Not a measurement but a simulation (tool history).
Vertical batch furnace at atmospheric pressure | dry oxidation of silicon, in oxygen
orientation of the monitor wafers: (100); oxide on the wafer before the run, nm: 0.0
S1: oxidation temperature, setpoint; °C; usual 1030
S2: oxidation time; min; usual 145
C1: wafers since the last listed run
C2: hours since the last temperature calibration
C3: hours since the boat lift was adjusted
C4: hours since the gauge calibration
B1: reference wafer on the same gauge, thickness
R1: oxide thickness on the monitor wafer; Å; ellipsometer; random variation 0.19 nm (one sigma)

run 1 day=0 | S1=1030 S2=145 | C1=0 C2=3910.7 C3=1931 C4=213.4 | B1=143.01 | R1=1241.6
run 2 day=0.808 | S1=1030 S2=145 | C1=252 C2=3930.1 C3=1950.4 C4=232.8 | B1=142.96 | R1=1236.1
run 3 day=1.662 | S1=1030 S2=145 | C1=266 C2=3950.6 C3=1970.9 C4=253.3 | B1=142.97 | R1=1239.1
run 4 day=2.629 | S1=1015 S2=91 | C1=301 C2=3973.8 C3=1994.1 C4=276.5 | B1=143.02 | R1=788.8
run 5 day=3.408 | S1=1015 S2=91 | C1=243 C2=3992.5 C3=2012.8 C4=295.2 | B1=143.02 | R1=785.9
run 6 day=3.825 | S1=1015 S2=91 | C1=130 C2=4002.5 C3=2022.8 C4=305.2 | B1=142.99 | R1=788.9
run 7 day=4.392 | S1=1030 S2=145 | C1=176 C2=4016.1 C3=2036.4 C4=318.8 | B1=143 | R1=1240.2
run 8 day=5.246 | S1=1030 S2=145 | C1=266 C2=4036.6 C3=2056.9 C4=339.3 | B1=143.01 | R1=1239.3
run 9 day=5.692 | S1=1030 S2=145 | C1=139 C2=4047.3 C3=2067.6 C4=350 | B1=143 | R1=1238.7
run 10 day=6.642 | S1=1030 S2=145 | C1=296 C2=4070.1 C3=2090.4 C4=372.8 | B1=142.95 | R1=1237.2
run 11 day=7.133 | S1=1030 S2=145 | C1=153 C2=4081.9 C3=2102.2 C4=384.6 | B1=143.02 | R1=1236
run 12 day=7.688 | S1=1030 S2=145 | C1=172 C2=4095.2 C3=2115.5 C4=397.9 | B1=143 | R1=1238
run 13 day=8.317 | S1=1030 S2=145 | C1=196 C2=4110.3 C3=2130.6 C4=413 | B1=143.03 | R1=1238.9
-- day=8.633 gauge calibrated
run 14 day=9.275 | S1=1022 S2=79.5 | C1=299 C2=4133.3 C3=2153.6 C4=15.4 | B1=143.01 | R1=769.1
run 15 day=10 | S1=1030 S2=145 | C1=226 C2=4150.7 C3=2171 C4=32.8 | B1=143 | R1=1235.8
-- day=11.15 thermocouples replaced and temperature profile calibrated
-- day=11.446 boat lift adjusted
run 16 day=11.467 | S1=1030 S2=145 | C1=52 C2=7.6 C3=0.5 C4=68 | B1=143.02 | R1=1289
run 17 day=11.775 | S1=1030 S2=145 | C1=96 C2=15 C3=7.9 C4=75.4 | B1=142.97 | R1=1287.9
run 18 day=12.479 | S1=1049 S2=181 | C1=219 C2=31.9 C3=24.8 C4=92.3 | B1=142.97 | R1=1731.2
run 19 day=13.196 | S1=1021 S2=164.5 | C1=223 C2=49.1 C3=42 C4=109.5 | B1=142.96 | R1=1295.2
run 20 day=13.854 | S1=1019 S2=186 | C1=205 C2=64.9 C3=57.8 C4=125.3 | B1=143.04 | R1=1381.9
run 21 day=14.725 | S1=1045 S2=168 | C1=271 C2=85.8 C3=78.7 C4=146.2 | B1=143.01 | R1=1596
run 22 day=15.654 | S1=1044 S2=116 | C1=289 C2=108.1 C3=101 C4=168.5 | B1=143.01 | R1=1241.2
run 23 day=16.208 | S1=1021 S2=114 | C1=172 C2=121.4 C3=114.3 C4=181.8 | B1=142.99 | R1=1009
run 24 day=16.6 | S1=1009 S2=91 | C1=122 C2=130.8 C3=123.7 C4=191.2 | B1=142.97 | R1=773.9
run 25 day=17.342 | S1=1041 S2=177.5 | C1=231 C2=148.6 C3=141.5 C4=209 | B1=143.01 | R1=1604.3
run 26 day=17.688 | S1=1045 S2=197 | C1=107 C2=156.9 C3=149.8 C4=217.3 | B1=142.98 | R1=1761.9

Forecast each of these 5 alternatives for the next run:
run A day=17.929 | S1=1030 S2=114.5 | C1=75 C2=162.7 C3=155.6 C4=223.1 | B1=? | R1=?
run B day=17.929 | S1=1050 S2=145 | C1=75 C2=162.7 C3=155.6 C4=223.1 | B1=? | R1=?
run C day=17.929 | S1=1049 S2=104.5 | C1=75 C2=162.7 C3=155.6 C4=223.1 | B1=? | R1=?
run D day=17.929 | S1=1054 S2=85 | C1=75 C2=162.7 C3=155.6 C4=223.1 | B1=? | R1=?
run E day=17.929 | S1=1015 S2=211.5 | C1=75 C2=162.7 C3=155.6 C4=223.1 | B1=? | R1=?

run=A B1=142.98 R1=1092.8
run=B B1=142.98 R1=1505.9
run=C B1=142.98 R1=1206.3
run=D B1=142.98 R1=1097.7
run=E B1=142.98 R1=1449.7
Without the tool's hidden state the same runs would have given:
run=A R1=1100.6
run=B R1=1515.5
run=C R1=1214.3
run=D R1=1105
run=E R1=1460
